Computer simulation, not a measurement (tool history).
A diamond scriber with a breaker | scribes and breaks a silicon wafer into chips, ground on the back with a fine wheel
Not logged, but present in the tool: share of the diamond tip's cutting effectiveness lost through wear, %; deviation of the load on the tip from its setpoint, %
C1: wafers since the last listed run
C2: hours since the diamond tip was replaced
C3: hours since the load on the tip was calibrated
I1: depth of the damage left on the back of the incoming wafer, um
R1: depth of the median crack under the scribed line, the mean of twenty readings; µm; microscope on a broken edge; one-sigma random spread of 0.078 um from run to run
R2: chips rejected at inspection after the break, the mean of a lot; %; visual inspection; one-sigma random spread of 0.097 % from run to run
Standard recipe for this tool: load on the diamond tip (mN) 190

run 1 hour=0 | load_on_the_diamond_tip_(mN)=221 | C1=0 C2=931.2 C3=1480.4 | I1=2.71 | R1=11.4 R2=4.75
run 2 hour=12.2 | load_on_the_diamond_tip_(mN)=221 | C1=16 C2=943.4 C3=1492.6 | I1=1.73 | R1=11.27 R2=4.32
run 3 hour=28.7 | load_on_the_diamond_tip_(mN)=221 | C1=22 C2=959.9 C3=1509.1 | I1=2.73 | R1=11.41 R2=4.73
run 4 hour=40.9 | load_on_the_diamond_tip_(mN)=190 | C1=16 C2=972.1 C3=1521.3 | I1=1.76 | R1=10.19 R2=10.35
run 5 hour=52.1 | load_on_the_diamond_tip_(mN)=190 | C1=15 C2=983.3 C3=1532.5 | I1=2.49 | R1=10.09 R2=10.58
run 6 hour=60.8 | load_on_the_diamond_tip_(mN)=190 | C1=11 C2=992 C3=1541.2 | I1=1.79 | R1=10.29 R2=10.29
-- hour=74.9 load on the tip recalibrated
run 7 hour=77.3 | load_on_the_diamond_tip_(mN)=190 | C1=19 C2=1008.5 C3=2.4 | I1=2.63 | R1=10.13 R2=11.65
run 8 hour=91.3 | load_on_the_diamond_tip_(mN)=148 | C1=19 C2=1022.5 C3=16.4 | I1=1.68 | R1=8.45 R2=29.44
run 9 hour=102.4 | load_on_the_diamond_tip_(mN)=232 | C1=15 C2=1033.6 C3=27.5 | I1=2.69 | R1=11.51 R2=3.56
-- hour=107.5 diamond tip replaced by a new one
run 10 hour=117.9 | load_on_the_diamond_tip_(mN)=151 | C1=18 C2=10.4 C3=43 | I1=2.4 | R1=10.56 R2=7.7
run 11 hour=135.2 | load_on_the_diamond_tip_(mN)=190 | C1=23 C2=27.7 C3=60.3 | I1=2.44 | R1=12.28 R2=2.11
run 12 hour=152.4 | load_on_the_diamond_tip_(mN)=174 | C1=23 C2=44.9 C3=77.5 | I1=2.46 | R1=11.4 R2=3.61
run 13 hour=166.2 | load_on_the_diamond_tip_(mN)=190 | C1=19 C2=58.7 C3=91.3 | I1=1.94 | R1=12.37 R2=1.88
run 14 hour=178.5 | load_on_the_diamond_tip_(mN)=209 | C1=16 C2=71 C3=103.6 | I1=2.28 | R1=12.92 R2=1.88

Hidden state at the last listed run before each entry between runs and at the first one after, where it differs:
Between runs 6 and 7: load on the tip recalibrated (hour 74.9)
  share of the diamond tip's cutting effectiveness lost through wear, %: 27.9 -> 28
  difference, measured minus the result without the unlogged condition, R1: -2.51 -> -2.48 µm; R2: +8.69 -> +9.52 %
Between runs 9 and 10: diamond tip replaced by a new one (hour 107.5)
  share of the diamond tip's cutting effectiveness lost through wear, %: 28.1 -> 2.17
  difference, measured minus the result without the unlogged condition, R1: -2.83 -> -0.16 µm; R2: -2.08 -> +0.89 %

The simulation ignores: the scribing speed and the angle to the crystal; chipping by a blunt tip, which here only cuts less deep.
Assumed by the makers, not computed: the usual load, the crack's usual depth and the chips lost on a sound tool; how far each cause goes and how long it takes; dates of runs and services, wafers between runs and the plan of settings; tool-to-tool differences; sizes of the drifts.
